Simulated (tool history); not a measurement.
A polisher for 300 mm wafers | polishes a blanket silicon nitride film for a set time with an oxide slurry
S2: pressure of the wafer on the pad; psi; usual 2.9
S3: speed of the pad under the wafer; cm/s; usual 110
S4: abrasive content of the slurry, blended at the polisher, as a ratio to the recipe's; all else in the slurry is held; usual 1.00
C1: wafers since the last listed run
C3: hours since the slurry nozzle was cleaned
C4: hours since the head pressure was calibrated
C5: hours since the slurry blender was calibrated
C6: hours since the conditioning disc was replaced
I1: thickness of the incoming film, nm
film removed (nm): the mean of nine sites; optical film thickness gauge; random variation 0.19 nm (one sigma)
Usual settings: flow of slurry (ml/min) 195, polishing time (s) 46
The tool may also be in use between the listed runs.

{"run": 1, "hour": 0.0, "flow of slurry (ml/min)": 195, "S2": 2.9, "S3": 110, "S4": 1.0, "polishing time (s)": 46, "C1": 0, "wafers polished on this pad": 2406, "C3": 145.1, "C4": 379.2, "C5": 159.9, "C6": 477.1, "I1": 458.3, "film removed (nm)": 23.7}
{"run": 2, "hour": 31.7, "flow of slurry (ml/min)": 195, "S2": 2.9, "S3": 110, "S4": 1.0, "polishing time (s)": 46, "C1": 512, "wafers polished on this pad": 2919, "C3": 176.8, "C4": 410.9, "C5": 191.6, "C6": 508.8, "I1": 459.8, "film removed (nm)": 23.3}
{"hour": 46.2, "done": "conditioning disc replaced and pad reconditioned"}
{"hour": 70.0, "done": "slurry blender recalibrated"}
{"run": 3, "hour": 93.0, "flow of slurry (ml/min)": 195, "S2": 2.9, "S3": 110, "S4": 1.0, "polishing time (s)": 46, "C1": 927, "wafers polished on this pad": 3846, "C3": 238.1, "C4": 472.2, "C5": 23.0, "C6": 46.8, "I1": 460.2, "film removed (nm)": 22.3}
{"hour": 105.1, "done": "worn pad replaced by a new one"}
{"run": 4, "hour": 132.6, "flow of slurry (ml/min)": 195, "S2": 2.9, "S3": 110, "S4": 1.0, "polishing time (s)": 46, "C1": 575, "wafers polished on this pad": 445, "C3": 277.7, "C4": 511.8, "C5": 62.6, "C6": 86.4, "I1": 458.7, "film removed (nm)": 23.6}
{"run": 5, "hour": 158.6, "flow of slurry (ml/min)": 195, "S2": 2.9, "S3": 110, "S4": 1.0, "polishing time (s)": 46, "C1": 420, "wafers polished on this pad": 865, "C3": 303.7, "C4": 537.8, "C5": 88.6, "C6": 112.4, "I1": 455.4, "film removed (nm)": 23.6}
{"run": 6, "hour": 208.1, "flow of slurry (ml/min)": 195, "S2": 2.9, "S3": 110, "S4": 1.0, "polishing time (s)": 46, "C1": 800, "wafers polished on this pad": 1666, "C3": 353.2, "C4": 587.3, "C5": 138.1, "C6": 161.9, "I1": 453.3, "film removed (nm)": 23.5}
{"hour": 230.6, "done": "head pressure recalibrated"}
{"run": 7, "hour": 271.1, "flow of slurry (ml/min)": 195, "S2": 2.9, "S3": 110, "S4": 1.0, "polishing time (s)": 46, "C1": 986, "wafers polished on this pad": 2653, "C3": 416.2, "C4": 40.5, "C5": 201.1, "C6": 224.9, "I1": 450.8, "film removed (nm)": 22.9}
{"hour": 314.4, "done": "slurry blender recalibrated"}
{"run": 8, "hour": 340.0, "flow of slurry (ml/min)": 195, "S2": 2.9, "S3": 110, "S4": 1.0, "polishing time (s)": 46, "C1": 1082, "wafers polished on this pad": 3736, "C3": 485.1, "C4": 109.4, "C5": 25.6, "C6": 293.8, "I1": 464.0, "film removed (nm)": 22.5}
{"hour": 359.5, "done": "worn pad replaced by a new one"}
{"hour": 365.3, "done": "slurry nozzle cleaned"}
{"run": 9, "hour": 399.9, "flow of slurry (ml/min)": 195, "S2": 2.9, "S3": 110, "S4": 1.0, "polishing time (s)": 46, "C1": 888, "wafers polished on this pad": 637, "C3": 34.6, "C4": 169.3, "C5": 85.5, "C6": 353.7, "I1": 454.2, "film removed (nm)": 24.1}
{"run": 10, "hour": 439.8, "flow of slurry (ml/min)": 195, "S2": 2.9, "S3": 110, "S4": 1.0, "polishing time (s)": 46, "C1": 645, "wafers polished on this pad": 1282, "C3": 74.5, "C4": 209.2, "C5": 125.4, "C6": 393.6, "I1": 469.3, "film removed (nm)": 23.5}
{"run": 11, "hour": 508.2, "flow of slurry (ml/min)": 195, "S2": 2.9, "S3": 110, "S4": 1.0, "polishing time (s)": 46, "C1": 1106, "wafers polished on this pad": 2389, "C3": 142.9, "C4": 277.6, "C5": 193.8, "C6": 462.0, "I1": 451.1, "film removed (nm)": 23.4}
{"hour": 535.8, "done": "slurry blender recalibrated"}
{"hour": 563.2, "done": "worn pad replaced by a new one"}
{"run": 12, "hour": 563.7, "flow of slurry (ml/min)": 195, "S2": 2.9, "S3": 110, "S4": 1.15, "polishing time (s)": 46, "C1": 800, "wafers polished on this pad": 7, "C3": 198.4, "C4": 333.1, "C5": 27.9, "C6": 517.5, "I1": 467.9, "film removed (nm)": 25.3}
{"hour": 592.2, "done": "conditioning disc replaced and pad reconditioned"}
{"run": 13, "hour": 596.8, "flow of slurry (ml/min)": 255, "S2": 2.9, "S3": 110, "S4": 1.0, "polishing time (s)": 46, "C1": 503, "wafers polished on this pad": 511, "C3": 231.5, "C4": 366.2, "C5": 61.0, "C6": 4.6, "I1": 466.0, "film removed (nm)": 24.7}
{"run": 14, "hour": 662.2, "flow of slurry (ml/min)": 220, "S2": 3.5, "S3": 110, "S4": 0.9, "polishing time (s)": 46, "C1": 1058, "wafers polished on this pad": 1569, "C3": 296.9, "C4": 431.6, "C5": 126.4, "C6": 70.0, "I1": 461.1, "film removed (nm)": 26.0}

The next listed run, before its measurement:
{"run": 15, "hour": 721.1, "flow of slurry (ml/min)": 255, "S2": 3.8, "S3": 130, "S4": 0.9, "polishing time (s)": 46, "C1": 952, "wafers polished on this pad": 2522, "C3": 355.8, "C4": 490.5, "C5": 185.3, "C6": 128.9, "I1": 460.7, "film removed (nm)": "?"}

{"run 15": {"film removed (nm)": 31.7}}
Without the tool's hidden state the same run would have given film removed (nm) 32.6.
